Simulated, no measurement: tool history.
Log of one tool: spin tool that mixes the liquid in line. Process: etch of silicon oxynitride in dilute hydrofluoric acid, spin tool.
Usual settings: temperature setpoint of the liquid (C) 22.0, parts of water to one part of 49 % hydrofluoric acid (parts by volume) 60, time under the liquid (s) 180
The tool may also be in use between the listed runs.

run	day	temperature setpoint of the liquid (C)	parts of water to one part of 49 % hydrofluoric acid (parts by volume)	time under the liquid (s)	wafers since the last listed run	hours since the thermometer was replaced	hours since the hydrofluoric acid flow meter was replaced	hours since the gauge calibration	read-back film thickness of the silicon oxynitride reference wafer, read on the same gauge (nm)	thickness taken off the silicon oxynitride on a monitor wafer (Å)
1	0.000	22.0	60	180	0	2210.3	2433.6	630.3	50.00	95.3
2	0.467	23.0	60	180	108	2221.5	2444.8	641.5	50.00	99.6
3	0.925	23.0	60	180	106	2232.5	2455.8	652.5	50.06	102.2
# day 1.558: thermometer replaced
4	1.583	22.0	80	180	143	0.6	2471.6	668.3	50.00	71.5
# day 1.779: gauge calibrated
5	1.908	22.0	80	180	75	8.4	2479.4	3.1	50.01	70.7
# day 2.125: hydrofluoric acid flow meter replaced
6	2.533	22.0	80	180	136	23.4	9.8	18.1	50.00	63.9
7	3.012	22.0	60	110	111	34.9	21.3	29.6	50.00	52.3
8	3.296	24.0	60	180	66	41.7	28.1	36.4	49.99	95.4
9	3.592	24.0	60	180	69	48.8	35.2	43.5	50.00	95.3
10	3.858	24.0	60	180	62	55.2	41.6	49.9	49.99	94.3
11	4.204	22.0	40	270	80	63.5	49.9	58.2	50.01	194.9
12	4.888	26.5	35	115	159	79.9	66.3	74.6	50.02	118.0
13	5.521	23.0	60	180	147	95.1	81.5	89.8	49.96	90.8
14	5.833	22.0	60	180	72	102.6	89.0	97.3	50.01	85.8
15	6.575	22.0	60	180	172	120.4	106.8	115.1	50.00	86.3
16	7.025	22.0	60	180	104	131.2	117.6	125.9	49.98	86.2
17	7.312	19.0	60	180	67	138.1	124.5	132.8	50.02	73.6
18	7.621	19.5	30	135	71	145.5	131.9	140.2	49.99	115.1
19	8.012	22.0	45	95	91	154.9	141.3	149.6	49.98	61.9
20	8.554	22.0	80	180	126	167.9	154.3	162.6	49.97	63.3
21	8.946	22.0	60	180	91	177.3	163.7	172.0	50.03	86.3
22	9.483	25.5	80	255	125	190.2	176.6	184.9	49.99	105.2
23	9.954	26.5	35	100	109	201.5	187.9	196.2	50.00	104.5
24	10.583	24.5	40	260	146	216.6	203.0	211.3	49.97	215.1
25	11.142	22.0	60	180	130	230.0	216.4	224.7	49.98	85.6
26	11.433	22.0	60	210	68	237.0	223.4	231.7	50.00	100.9
27	12.050	22.0	60	180	143	251.8	238.2	246.5	49.95	87.0
28	12.308	22.0	60	180	60	258.0	244.4	252.7	50.00	85.9
29	12.608	22.0	45	140	69	265.2	251.6	259.9	49.99	91.6
30	13.075	25.0	45	180	108	276.4	262.8	271.1	50.02	134.7
31	13.812	22.0	85	255	172	294.1	280.5	288.8	50.04	86.2
32	14.271	23.5	60	180	106	305.1	291.5	299.8	49.98	94.5
33	14.662	26.0	75	110	91	314.5	300.9	309.2	49.98	51.0

4 ways to go on from here, each from the tool as it stands after run 33. What would each give?
A	14.683	22.0	60	265	4	315.0	301.4	309.7	?	?
B	14.683	19.5	60	235	4	315.0	301.4	309.7	?	?
C	14.683	23.5	60	285	4	315.0	301.4	309.7	?	?
D	14.683	22.0	60	135	4	315.0	301.4	309.7	?	?

run	read-back film thickness of the silicon oxynitride reference wafer, read on the same gauge (nm)	thickness taken off the silicon oxynitride on a monitor wafer (Å)
A	49.98	127.9
B	49.98	100.1
C	49.98	148.0
D	49.98	65.1
Without the tool's hidden state the same runs would have given:
run	thickness taken off the silicon oxynitride on a monitor wafer (Å)
A	123.7
B	96.9
C	143.2
D	63.0
